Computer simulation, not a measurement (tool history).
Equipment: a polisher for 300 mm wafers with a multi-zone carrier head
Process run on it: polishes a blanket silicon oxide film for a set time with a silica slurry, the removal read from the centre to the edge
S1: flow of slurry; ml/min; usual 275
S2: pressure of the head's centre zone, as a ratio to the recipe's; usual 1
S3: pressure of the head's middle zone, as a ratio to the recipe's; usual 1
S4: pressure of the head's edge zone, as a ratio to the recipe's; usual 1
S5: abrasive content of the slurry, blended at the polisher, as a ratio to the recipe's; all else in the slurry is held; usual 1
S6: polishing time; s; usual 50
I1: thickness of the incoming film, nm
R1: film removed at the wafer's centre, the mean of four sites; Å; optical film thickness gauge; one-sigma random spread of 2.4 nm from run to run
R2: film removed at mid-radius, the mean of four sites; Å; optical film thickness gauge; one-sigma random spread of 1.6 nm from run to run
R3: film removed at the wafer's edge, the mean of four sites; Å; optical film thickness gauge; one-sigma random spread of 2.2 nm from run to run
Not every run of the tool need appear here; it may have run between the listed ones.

Run 1, hour 0: usual settings but S1 305 ml/min, S2 0.94; I1 842.4. Result: R1 1525 Å, R2 1597 Å, R3 1582 Å.
At hour 34.9: slurry nozzle cleaned.
Run 2, hour 38.6: usual settings but S1 305 ml/min, S2 0.94; I1 837.3. Result: R1 1535 Å, R2 1578 Å, R3 1617 Å.
At hour 120.5: worn pad replaced by a new one.
Run 3, hour 123.9: usual settings; I1 829.2. Result: R1 1780 Å, R2 1723 Å, R3 1737 Å.
Run 4, hour 193.1: usual settings but S3 0.95, S5 0.8; I1 826.4. Result: R1 1590 Å, R2 1516 Å, R3 1528 Å.
Run 5, hour 319.8: usual settings; I1 821.7. Result: R1 1689 Å, R2 1664 Å, R3 1695 Å.
Run 6, hour 362: usual settings; I1 827.4. Result: R1 1627 Å, R2 1657 Å, R3 1637 Å.
Run 7, hour 419.8: usual settings but S1 315 ml/min, S2 0.89, S3 0.96, S5 0.8; I1 834.2. Result: R1 1350 Å, R2 1426 Å, R3 1479 Å.
Run 8, hour 504.1: usual settings; I1 838.4. Result: R1 1617 Å, R2 1567 Å, R3 1566 Å.
At hour 559.4: slurry nozzle cleaned.
Run 9, hour 583.4: usual settings but S3 1.04; I1 832.1. Result: R1 1585 Å, R2 1588 Å, R3 1533 Å.
Run 10, hour 653.9: usual settings; I1 818.1. Result: R1 1518 Å, R2 1509 Å, R3 1472 Å.
At hour 675.7: worn pad replaced by a new one.
At hour 684.9: centre zone pressure recalibrated.
Run 11, hour 757.1: usual settings but S6 33 s; I1 828.9. Result: R1 1102 Å, R2 1125 Å, R3 1099 Å.
Run 12, hour 810.2: usual settings but S4 1.08, S6 61 s; I1 823.2. Result: R1 2048 Å, R2 2007 Å, R3 2082 Å.
Run 13, hour 848.9: usual settings but S2 1.03, S5 0.8, S6 37 s; I1 823.8. Result: R1 1165 Å, R2 1112 Å, R3 1108 Å.
At hour 886.5: edge zone pressure recalibrated.
Run 14, hour 931.5: usual settings; I1 827.8. Result: R1 1657 Å, R2 1609 Å, R3 1610 Å.
At hour 991.8: carrier head's membrane replaced by a new one.
Run 15, hour 1021.7: usual settings but S2 0.9, S5 1.2; I1 824.7. Result: R1 1510 Å, R2 1681 Å, R3 1656 Å.
Run 16, hour 1115.7: usual settings but S5 1.25; I1 833.9. Result: R1 1698 Å, R2 1666 Å, R3 1611 Å.
At hour 1143.1: slurry nozzle cleaned.
Run 17, hour 1170: usual settings but S6 38 s; I1 838. Result: R1 1167 Å, R2 1142 Å, R3 1128 Å.
Run 18, hour 1209.1: usual settings but S4 1.09, S5 1.1, S6 34 s; I1 834.4. Result: R1 1078 Å, R2 1021 Å, R3 1103 Å.
At hour 1274.1: worn pad replaced by a new one.
Run 19, hour 1285.9: usual settings but S6 34 s; I1 821.3. Result: R1 1181 Å, R2 1174 Å, R3 1166 Å.
Run 20, hour 1377.4: usual settings but S1 235 ml/min, S3 0.96, S4 0.92, S5 1.15; I1 830.3. Result: R1 1781 Å, R2 1700 Å, R3 1710 Å.
At hour 1545.3: centre zone pressure recalibrated.
Run 21, hour 1634.1: usual settings; I1 833.4. Result: R1 1644 Å, R2 1557 Å, R3 1526 Å.

Predict each of these 4 candidate next runs independently; none follows another, all start after run 21:
Run A, hour 1634.5: usual settings; I1 823.5. Result: R1 ?, R2 ?, R3 ?.
Run B, hour 1634.5: usual settings but S1 300 ml/min, S4 0.91, S5 1.15, S6 58 s; I1 823.5. Result: R1 ?, R2 ?, R3 ?.
Run C, hour 1634.5: usual settings but S1 210 ml/min, S4 1.06, S5 1.25, S6 60 s; I1 823.5. Result: R1 ?, R2 ?, R3 ?.
Run D, hour 1634.5: usual settings but S3 0.96, S4 0.93; I1 823.5. Result: R1 ?, R2 ?, R3 ?.

run    R1    R2    R3
  A  1646  1595  1556
  B  2031  1966  1832
  C  2080  2021  2044
  D  1645  1541  1504
Take away the tool's hidden state, keep each run's random variation, and the runs would have read:
run    R1    R2    R3
  A  1824  1768  1725
  B  2251  2180  2030
  C  2305  2240  2266
  D  1824  1708  1667
